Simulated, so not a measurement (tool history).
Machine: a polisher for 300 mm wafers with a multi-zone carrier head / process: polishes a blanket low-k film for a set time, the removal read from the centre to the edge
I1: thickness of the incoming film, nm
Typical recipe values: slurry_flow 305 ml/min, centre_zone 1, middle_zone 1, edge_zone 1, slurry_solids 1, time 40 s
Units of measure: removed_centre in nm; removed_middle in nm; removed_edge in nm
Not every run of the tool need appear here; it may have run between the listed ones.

run 1 hour=0 | slurry_flow=305 centre_zone=1 middle_zone=1 edge_zone=1 slurry_solids=1.15 time=40 | I1=754.1 | removed_centre=14.9 removed_middle=15.5 removed_edge=14.4
-- hour=35.7 centre zone pressure recalibrated
run 2 hour=46.3 | slurry_flow=305 centre_zone=1 middle_zone=1 edge_zone=1 slurry_solids=0.9 time=40 | I1=760.4 | removed_centre=14.1 removed_middle=14.5 removed_edge=13.4
-- hour=65.7 slurry nozzle cleaned
-- hour=85.7 carrier head's membrane replaced by a new one
run 3 hour=115.2 | slurry_flow=305 centre_zone=1 middle_zone=1 edge_zone=1 slurry_solids=1 time=40 | I1=770.8 | removed_centre=14.6 removed_middle=14.8 removed_edge=13.9
run 4 hour=155.8 | slurry_flow=305 centre_zone=0.94 middle_zone=0.91 edge_zone=1 slurry_solids=1 time=40 | I1=757.9 | removed_centre=13.5 removed_middle=14 removed_edge=13.7
run 5 hour=216.5 | slurry_flow=305 centre_zone=1.12 middle_zone=1 edge_zone=1 slurry_solids=1.2 time=40 | I1=765.4 | removed_centre=16.8 removed_middle=15.6 removed_edge=14.6
-- hour=226.6 worn pad replaced by a new one
run 6 hour=255.6 | slurry_flow=305 centre_zone=0.94 middle_zone=1.03 edge_zone=1 slurry_solids=1 time=40 | I1=767.3 | removed_centre=13.3 removed_middle=15.4 removed_edge=13.8
run 7 hour=307.1 | slurry_flow=305 centre_zone=1 middle_zone=1 edge_zone=1 slurry_solids=1 time=40 | I1=752 | removed_centre=14.3 removed_middle=15 removed_edge=14
run 8 hour=341.9 | slurry_flow=305 centre_zone=1 middle_zone=1 edge_zone=0.95 slurry_solids=1 time=40 | I1=773.3 | removed_centre=14.3 removed_middle=14.9 removed_edge=13.7
run 9 hour=412.2 | slurry_flow=305 centre_zone=1 middle_zone=1 edge_zone=1.07 slurry_solids=1 time=40 | I1=756.7 | removed_centre=14.4 removed_middle=15 removed_edge=14.2
run 10 hour=444.4 | slurry_flow=305 centre_zone=1 middle_zone=0.9 edge_zone=0.91 slurry_solids=1 time=40 | I1=767.3 | removed_centre=14.3 removed_middle=13.7 removed_edge=13.1
run 11 hour=493.9 | slurry_flow=305 centre_zone=1.03 middle_zone=1.05 edge_zone=1 slurry_solids=1 time=40 | I1=752.3 | removed_centre=14.8 removed_middle=15.4 removed_edge=13.9
-- hour=515.5 slurry nozzle cleaned
run 12 hour=531.9 | slurry_flow=225 centre_zone=1 middle_zone=1.11 edge_zone=1 slurry_solids=1 time=40 | I1=770.7 | removed_centre=13.8 removed_middle=15.5 removed_edge=13.4
run 13 hour=588.1 | slurry_flow=205 centre_zone=1.09 middle_zone=1 edge_zone=1 slurry_solids=1 time=40 | I1=752.2 | removed_centre=14.8 removed_middle=14.3 removed_edge=13.6
run 14 hour=633.9 | slurry_flow=305 centre_zone=1 middle_zone=1 edge_zone=1 slurry_solids=1 time=40 | I1=752.3 | removed_centre=14.2 removed_middle=15 removed_edge=13.9
-- hour=640 worn pad replaced by a new one
run 15 hour=670 | slurry_flow=305 centre_zone=1 middle_zone=1 edge_zone=1 slurry_solids=1 time=40 | I1=762.3 | removed_centre=14.3 removed_middle=14.9 removed_edge=13.8
run 16 hour=725.6 | slurry_flow=305 centre_zone=1 middle_zone=1 edge_zone=0.95 slurry_solids=1 time=40 | I1=754.8 | removed_centre=14.4 removed_middle=14.9 removed_edge=13.2
-- hour=757.2 edge zone pressure recalibrated
run 17 hour=784.4 | slurry_flow=255 centre_zone=1 middle_zone=1 edge_zone=1 slurry_solids=0.7 time=40 | I1=759.8 | removed_centre=12.6 removed_middle=13.1 removed_edge=12.2
-- hour=793.1 centre zone pressure recalibrated
run 18 hour=843.2 | slurry_flow=390 centre_zone=1 middle_zone=1 edge_zone=1 slurry_solids=1 time=40 | I1=768 | removed_centre=14.7 removed_middle=15.3 removed_edge=14
run 19 hour=904.3 | slurry_flow=220 centre_zone=1 middle_zone=1 edge_zone=1 slurry_solids=1 time=40 | I1=767 | removed_centre=13.6 removed_middle=14.2 removed_edge=13.5
run 20 hour=964.8 | slurry_flow=305 centre_zone=1 middle_zone=1 edge_zone=1 slurry_solids=1 time=40 | I1=756.8 | removed_centre=14.2 removed_middle=14.6 removed_edge=13.8
-- hour=1015.8 slurry nozzle cleaned
-- hour=1024.2 carrier head's membrane replaced by a new one
run 21 hour=1024.7 | slurry_flow=305 centre_zone=1 middle_zone=1 edge_zone=1 slurry_solids=0.8 time=49 | I1=762.4 | removed_centre=16.5 removed_middle=17.4 removed_edge=15.7

Here are 4 independent what-if runs from the current tool condition. What would each one return?
run A hour=1025.1 | slurry_flow=305 centre_zone=1 middle_zone=1 edge_zone=1 slurry_solids=1 time=32 | I1=764 | removed_centre=? removed_middle=? removed_edge=?
run B hour=1025.1 | slurry_flow=305 centre_zone=1.08 middle_zone=1 edge_zone=1 slurry_solids=1 time=29 | I1=764 | removed_centre=? removed_middle=? removed_edge=?
run C hour=1025.1 | slurry_flow=235 centre_zone=0.93 middle_zone=1 edge_zone=1 slurry_solids=1 time=40 | I1=764 | removed_centre=? removed_middle=? removed_edge=?
run D hour=1025.1 | slurry_flow=230 centre_zone=1 middle_zone=1 edge_zone=1 slurry_solids=1.2 time=40 | I1=764 | removed_centre=? removed_middle=? removed_edge=?

run=A removed_centre=11.4 removed_middle=12 removed_edge=11
run=B removed_centre=11.2 removed_middle=10.9 removed_edge=10
run=C removed_centre=12.8 removed_middle=14.6 removed_edge=13.5
run=D removed_centre=14.5 removed_middle=15.3 removed_edge=14.1
Without the tool's hidden state the same runs would have given:
run=A removed_centre=11.4 removed_middle=12 removed_edge=11
run=B removed_centre=11.2 removed_middle=10.9 removed_edge=10
run=C removed_centre=12.8 removed_middle=14.6 removed_edge=13.5
run=D removed_centre=14.5 removed_middle=15.3 removed_edge=14.1

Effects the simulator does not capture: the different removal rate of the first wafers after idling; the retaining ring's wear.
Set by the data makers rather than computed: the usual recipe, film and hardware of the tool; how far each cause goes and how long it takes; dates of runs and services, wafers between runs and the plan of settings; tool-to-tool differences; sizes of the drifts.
